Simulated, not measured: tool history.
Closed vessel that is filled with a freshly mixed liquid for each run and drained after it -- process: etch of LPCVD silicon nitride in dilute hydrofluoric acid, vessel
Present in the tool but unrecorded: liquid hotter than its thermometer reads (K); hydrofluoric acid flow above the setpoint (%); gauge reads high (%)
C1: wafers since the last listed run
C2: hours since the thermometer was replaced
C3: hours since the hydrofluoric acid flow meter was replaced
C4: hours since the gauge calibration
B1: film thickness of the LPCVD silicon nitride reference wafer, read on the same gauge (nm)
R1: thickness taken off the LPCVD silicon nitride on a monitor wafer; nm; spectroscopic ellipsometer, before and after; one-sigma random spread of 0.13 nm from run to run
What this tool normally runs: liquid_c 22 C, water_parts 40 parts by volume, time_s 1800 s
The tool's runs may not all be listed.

{"run": 1, "day": 0.0, "liquid_c": 22, "water_parts": 40, "time_s": 1800, "C1": 0, "C2": 1568, "C3": 523.8, "C4": 1726.1, "B1": 129.99, "R1": 19.65}
{"run": 2, "day": 3.788, "liquid_c": 22, "water_parts": 40, "time_s": 1800, "C1": 2672, "C2": 1658.9, "C3": 614.7, "C4": 1817, "B1": 129.99, "R1": 19.4}
{"run": 3, "day": 6.512, "liquid_c": 22, "water_parts": 40, "time_s": 1800, "C1": 1922, "C2": 1724.3, "C3": 680.1, "C4": 1882.4, "B1": 129.99, "R1": 19.7}
{"run": 4, "day": 10.162, "liquid_c": 22, "water_parts": 40, "time_s": 1800, "C1": 2575, "C2": 1811.9, "C3": 767.7, "C4": 1970, "B1": 130.01, "R1": 19.81}
{"run": 5, "day": 11.804, "liquid_c": 22, "water_parts": 40, "time_s": 1800, "C1": 1158, "C2": 1851.3, "C3": 807.1, "C4": 2009.4, "B1": 129.98, "R1": 20}
{"run": 6, "day": 15.275, "liquid_c": 22, "water_parts": 40, "time_s": 1800, "C1": 2449, "C2": 1934.6, "C3": 890.4, "C4": 2092.7, "B1": 130, "R1": 20.17}
{"run": 7, "day": 16.779, "liquid_c": 22, "water_parts": 40, "time_s": 1800, "C1": 1061, "C2": 1970.7, "C3": 926.5, "C4": 2128.8, "B1": 130.02, "R1": 20.01}
{"run": 8, "day": 18.604, "liquid_c": 22, "water_parts": 25, "time_s": 1800, "C1": 1287, "C2": 2014.5, "C3": 970.3, "C4": 2172.6, "B1": 130, "R1": 32.19}
{"day": 19.354, "done": "thermometer replaced"}
{"run": 9, "day": 21.533, "liquid_c": 22, "water_parts": 40, "time_s": 1800, "C1": 2037, "C2": 52.3, "C3": 1040.6, "C4": 2242.9, "B1": 130, "R1": 18.85}
{"run": 10, "day": 25.371, "liquid_c": 22, "water_parts": 40, "time_s": 1800, "C1": 2708, "C2": 144.4, "C3": 1132.7, "C4": 2335, "B1": 130.02, "R1": 19.29}
{"day": 25.854, "done": "gauge calibrated"}
{"run": 11, "day": 29.054, "liquid_c": 22, "water_parts": 40, "time_s": 1105, "C1": 2599, "C2": 232.8, "C3": 1221.1, "C4": 76.8, "B1": 130.02, "R1": 11.84}
{"run": 12, "day": 33.008, "liquid_c": 22, "water_parts": 40, "time_s": 1105, "C1": 2790, "C2": 327.7, "C3": 1316, "C4": 171.7, "B1": 130.01, "R1": 11.96}
{"run": 13, "day": 37.475, "liquid_c": 22, "water_parts": 40, "time_s": 1800, "C1": 3152, "C2": 434.9, "C3": 1423.2, "C4": 278.9, "B1": 130.02, "R1": 19.66}
{"run": 14, "day": 39.296, "liquid_c": 22, "water_parts": 40, "time_s": 1800, "C1": 1284, "C2": 478.6, "C3": 1466.9, "C4": 322.6, "B1": 129.99, "R1": 19.52}
{"run": 15, "day": 41.254, "liquid_c": 26.5, "water_parts": 30, "time_s": 1390, "C1": 1381, "C2": 525.6, "C3": 1513.9, "C4": 369.6, "B1": 129.97, "R1": 27.01}
{"run": 16, "day": 42.792, "liquid_c": 22, "water_parts": 25, "time_s": 1800, "C1": 1084, "C2": 562.5, "C3": 1550.8, "C4": 406.5, "B1": 130, "R1": 30.92}
{"day": 43.842, "done": "hydrofluoric acid flow meter replaced"}
{"run": 17, "day": 46.146, "liquid_c": 22, "water_parts": 55, "time_s": 1395, "C1": 2337, "C2": 643, "C3": 55.3, "C4": 487, "B1": 130.01, "R1": 10.42}
{"run": 18, "day": 48.471, "liquid_c": 22, "water_parts": 45, "time_s": 1800, "C1": 1640, "C2": 698.8, "C3": 111.1, "C4": 542.8, "B1": 130, "R1": 16.55}
{"run": 19, "day": 52.396, "liquid_c": 22, "water_parts": 20, "time_s": 1800, "C1": 2769, "C2": 793, "C3": 205.3, "C4": 637, "B1": 130.01, "R1": 36.7}
{"run": 20, "day": 59.733, "liquid_c": 22, "water_parts": 40, "time_s": 1800, "C1": 5177, "C2": 969.1, "C3": 381.4, "C4": 813.1, "B1": 130.01, "R1": 19.02}
{"run": 21, "day": 62.746, "liquid_c": 22, "water_parts": 40, "time_s": 1800, "C1": 2125, "C2": 1041.4, "C3": 453.7, "C4": 885.4, "B1": 129.99, "R1": 19.22}
{"run": 22, "day": 64.45, "liquid_c": 19.5, "water_parts": 40, "time_s": 1395, "C1": 1202, "C2": 1082.3, "C3": 494.6, "C4": 926.3, "B1": 129.99, "R1": 12.5}
{"run": 23, "day": 67.038, "liquid_c": 22, "water_parts": 40, "time_s": 1800, "C1": 1825, "C2": 1144.4, "C3": 556.7, "C4": 988.4, "B1": 129.99, "R1": 19.31}
{"run": 24, "day": 71.042, "liquid_c": 18.5, "water_parts": 60, "time_s": 1800, "C1": 2825, "C2": 1240.5, "C3": 652.8, "C4": 1084.5, "B1": 129.98, "R1": 10.15}
{"run": 25, "day": 74.625, "liquid_c": 17, "water_parts": 40, "time_s": 1800, "C1": 2528, "C2": 1326.5, "C3": 738.8, "C4": 1170.5, "B1": 130, "R1": 13.67}
{"run": 26, "day": 79.083, "liquid_c": 22, "water_parts": 50, "time_s": 1800, "C1": 3146, "C2": 1433.5, "C3": 845.8, "C4": 1277.5, "B1": 129.99, "R1": 15.77}
{"run": 27, "day": 81.404, "liquid_c": 17, "water_parts": 25, "time_s": 1280, "C1": 1637, "C2": 1489.2, "C3": 901.5, "C4": 1333.2, "B1": 130, "R1": 15.44}
{"run": 28, "day": 83.883, "liquid_c": 17.5, "water_parts": 60, "time_s": 1800, "C1": 1749, "C2": 1548.7, "C3": 961, "C4": 1392.7, "B1": 129.99, "R1": 9.77}
{"run": 29, "day": 86.171, "liquid_c": 19, "water_parts": 30, "time_s": 965, "C1": 1614, "C2": 1603.6, "C3": 1015.9, "C4": 1447.6, "B1": 129.98, "R1": 11.47}
{"run": 30, "day": 90.267, "liquid_c": 18.5, "water_parts": 25, "time_s": 1800, "C1": 2890, "C2": 1701.9, "C3": 1114.2, "C4": 1545.9, "B1": 130.01, "R1": 24.63}
{"run": 31, "day": 93.417, "liquid_c": 19.5, "water_parts": 25, "time_s": 2785, "C1": 2222, "C2": 1777.5, "C3": 1189.8, "C4": 1621.5, "B1": 129.99, "R1": 40.75}
{"run": 32, "day": 101.238, "liquid_c": 22, "water_parts": 55, "time_s": 1800, "C1": 5518, "C2": 1965.2, "C3": 1377.5, "C4": 1809.2, "B1": 129.99, "R1": 15.04}
{"run": 33, "day": 104.858, "liquid_c": 20, "water_parts": 40, "time_s": 1280, "C1": 2555, "C2": 2052.1, "C3": 1464.4, "C4": 1896.1, "B1": 130.01, "R1": 12.91}

Branching from run 33: 3 alternative next runs. What would each branch give?
{"run": "A", "day": 104.908, "liquid_c": 22, "water_parts": 40, "time_s": 1045, "C1": 35, "C2": 2053.3, "C3": 1465.6, "C4": 1897.3, "B1": "?", "R1": "?"}
{"run": "B", "day": 104.908, "liquid_c": 19, "water_parts": 60, "time_s": 2550, "C1": 35, "C2": 2053.3, "C3": 1465.6, "C4": 1897.3, "B1": "?", "R1": "?"}
{"run": "C", "day": 104.908, "liquid_c": 20.5, "water_parts": 60, "time_s": 1030, "C1": 35, "C2": 2053.3, "C3": 1465.6, "C4": 1897.3, "B1": "?", "R1": "?"}

run=A B1=129.98 R1=11.98
run=B B1=129.98 R1=16.03
run=C B1=129.98 R1=7.18
Take away the tool's hidden state, keep each run's random variation, and the runs would have read:
run=A R1=10.47
run=B R1=13.99
run=C R1=6.27

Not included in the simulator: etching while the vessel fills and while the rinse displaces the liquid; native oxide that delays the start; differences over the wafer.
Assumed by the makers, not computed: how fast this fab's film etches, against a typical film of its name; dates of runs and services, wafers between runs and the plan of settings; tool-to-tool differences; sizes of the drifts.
